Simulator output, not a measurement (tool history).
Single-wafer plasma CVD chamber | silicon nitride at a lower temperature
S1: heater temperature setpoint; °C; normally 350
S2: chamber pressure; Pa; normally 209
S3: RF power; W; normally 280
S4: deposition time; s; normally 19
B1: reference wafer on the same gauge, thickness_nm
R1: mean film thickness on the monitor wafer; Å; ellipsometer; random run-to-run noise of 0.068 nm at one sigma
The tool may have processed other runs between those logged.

| run | hour | S1 | S2 | S3 | S4 | B1 | R1 |
|---|---|---|---|---|---|---|---|
| 1 | 0 | 350 | 191 | 280 | 19 | 17.997 | 190.03 |
| 2 | 77.1 | 350 | 191 | 280 | 19 | 18.006 | 189.02 |
| 3 | 122.8 | 350 | 209 | 280 | 20.8 | 18.018 | 212.09 |
|  | 164.8 | RF generator calibrated |
| 4 | 208.6 | 359 | 237 | 280 | 19 | 18.007 | 205.83 |
| 5 | 307.2 | 359 | 237 | 280 | 19 | 18 | 203.5 |
|  | 363.7 | thermocouple changed; heater temperature recalibrated |
| 6 | 367.9 | 359 | 237 | 280 | 19 | 17.99 | 204.49 |
|  | 401.8 | gauge calibrated |
| 7 | 442.6 | 350 | 209 | 280 | 19 | 18.003 | 198.15 |
| 8 | 550.4 | 350 | 209 | 280 | 19 | 18.012 | 195.39 |
| 9 | 653.5 | 350 | 209 | 280 | 19 | 18.012 | 194.92 |
| 10 | 739.7 | 362 | 253 | 245 | 17.6 | 18.004 | 167.4 |
| 11 | 840.5 | 350 | 209 | 280 | 17.2 | 17.997 | 175.12 |
| 12 | 1088.2 | 350 | 209 | 305 | 22.2 | 18.013 | 244.08 |
|  | 1162.8 | showerhead replaced |
| 13 | 1163.3 | 350 | 209 | 280 | 19 | 18.003 | 193.14 |
|  | 1221.5 | RF generator calibrated |
| 14 | 1247.1 | 350 | 209 | 280 | 17.9 | 17.985 | 190.77 |
|  | 1266.6 | thermocouple changed; heater temperature recalibrated |
| 15 | 1354.2 | 350 | 192 | 280 | 21.5 | 17.995 | 223 |
| 16 | 1415.8 | 354 | 255 | 265 | 19 | 18.008 | 199.78 |
|  | 1495.5 | capacitance manometer re-zeroed and calibrated |
| 17 | 1520.8 | 350 | 192 | 280 | 21.5 | 18 | 218.85 |
| 18 | 1615.4 | 350 | 209 | 235 | 17.4 | 17.996 | 153.78 |
| 19 | 1694.4 | 343 | 245 | 280 | 15.7 | 17.993 | 167.55 |
| 20 | 1732.4 | 362 | 224 | 300 | 20.5 | 17.992 | 225.84 |
| 21 | 1798 | 350 | 209 | 315 | 15.5 | 18.003 | 175.04 |
| 22 | 1851.3 | 356 | 173 | 280 | 17.9 | 17.993 | 175.07 |
| 23 | 1937.3 | 350 | 176 | 280 | 19 | 17.999 | 187.3 |
| 24 | 2020.7 | 350 | 191 | 280 | 19 | 17.99 | 190.64 |
| 25 | 2102.1 | 336 | 181 | 295 | 20.5 | 18.001 | 212.39 |

Predict the results of run 26:
| 26 | 2195.8 | 350 | 231 | 280 | 17.9 | ? | ? |

{"run 26": {"B1": 18.009, "R1": 186.66}}
Minus the tool's unlogged condition, the same run would have read R1 195.02 Å.
